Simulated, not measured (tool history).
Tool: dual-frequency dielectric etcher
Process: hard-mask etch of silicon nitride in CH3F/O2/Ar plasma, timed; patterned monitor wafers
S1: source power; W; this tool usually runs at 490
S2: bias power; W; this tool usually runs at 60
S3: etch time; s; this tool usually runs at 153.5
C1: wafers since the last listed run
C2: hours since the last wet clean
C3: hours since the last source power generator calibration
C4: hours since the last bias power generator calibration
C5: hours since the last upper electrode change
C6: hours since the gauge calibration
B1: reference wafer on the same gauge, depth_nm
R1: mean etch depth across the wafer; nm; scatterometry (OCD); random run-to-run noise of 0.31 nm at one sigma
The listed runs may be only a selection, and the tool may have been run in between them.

run	day	S1	S2	S3	C1	C2	C3	C4	C5	C6	B1	R1
1	0.000	440	60	153.5	0	13.8	4231.6	1599.3	4776.3	339.6	113.6	107.3
2	1.904	440	60	153.5	259	59.5	4277.3	1645.0	4822.0	385.3	113.7	107.5
3	4.692	590	60	153.5	379	126.4	4344.2	1711.9	4888.9	452.2	114.0	115.4
4	6.317	490	49	153.5	221	165.4	4383.2	1750.9	4927.9	491.2	114.3	102.9
5	8.038	490	49	153.5	234	206.7	4424.5	1792.2	4969.2	532.5	114.3	103.8
6	9.300	490	60	153.5	171	237.0	4454.8	1822.5	4999.5	562.8	114.6	110.9
7	11.492	490	60	153.5	298	289.6	4507.4	1875.1	5052.1	615.4	114.7	110.4
# day 14.650: wet clean of the chamber
8	14.671	580	60	179.5	296	0.5	4583.7	1951.4	5128.4	691.7	115.3	135.7
9	15.154	380	60	190.0	65	12.1	4595.3	1963.0	5140.0	703.3	115.3	129.7
10	16.604	450	60	166.0	197	46.9	4630.1	1997.8	5174.8	738.1	115.5	117.7
# day 17.525: bias power generator calibrated
11	17.621	420	54	194.0	115	71.3	4654.5	2.3	5199.2	762.5	115.6	131.8
# day 18.988: source power generator calibrated
# day 20.004: gauge calibrated
# day 23.650: upper electrode replaced
12	25.725	490	60	153.5	944	265.8	161.7	196.8	49.8	137.3	112.9	109.2
# day 29.112: wet clean of the chamber
13	29.133	490	60	153.5	327	0.5	243.5	278.6	131.6	219.1	113.0	108.8
14	31.296	490	60	153.5	294	52.4	295.4	330.5	183.5	271.0	113.1	108.9
15	32.979	420	74	180.5	229	92.8	335.8	370.9	223.9	311.4	113.1	133.6

Hidden condition of the tool, last listed run before each entry between runs versus first listed run after:
Runs 7 to 8: wet clean of the chamber (day 14.650)
  gauge reads high (%): 1.59 -> 1.95
  what was measured, less what the result would be without the hidden state, R1: +1.7 -> +2.6 nm
Runs 10 to 11: bias power generator calibrated (day 17.525)
  gauge reads high (%): 2.19 -> 2.32
  what was measured, less what the result would be without the hidden state, R1: +2.5 -> +3.0 nm
Runs 11 to 12: source power generator calibrated (day 18.988); gauge calibrated (day 20.004); upper electrode replaced (day 23.650)
  gauge reads high (%): 2.32 -> -0.109
  what was measured, less what the result would be without the hidden state, R1: +3.0 -> -0.2 nm
Runs 12 to 13: wet clean of the chamber (day 29.112)
  gauge reads high (%): -0.109 -> -0.00403
  what was measured, less what the result would be without the hidden state, R1: -0.2 -> +0.0 nm
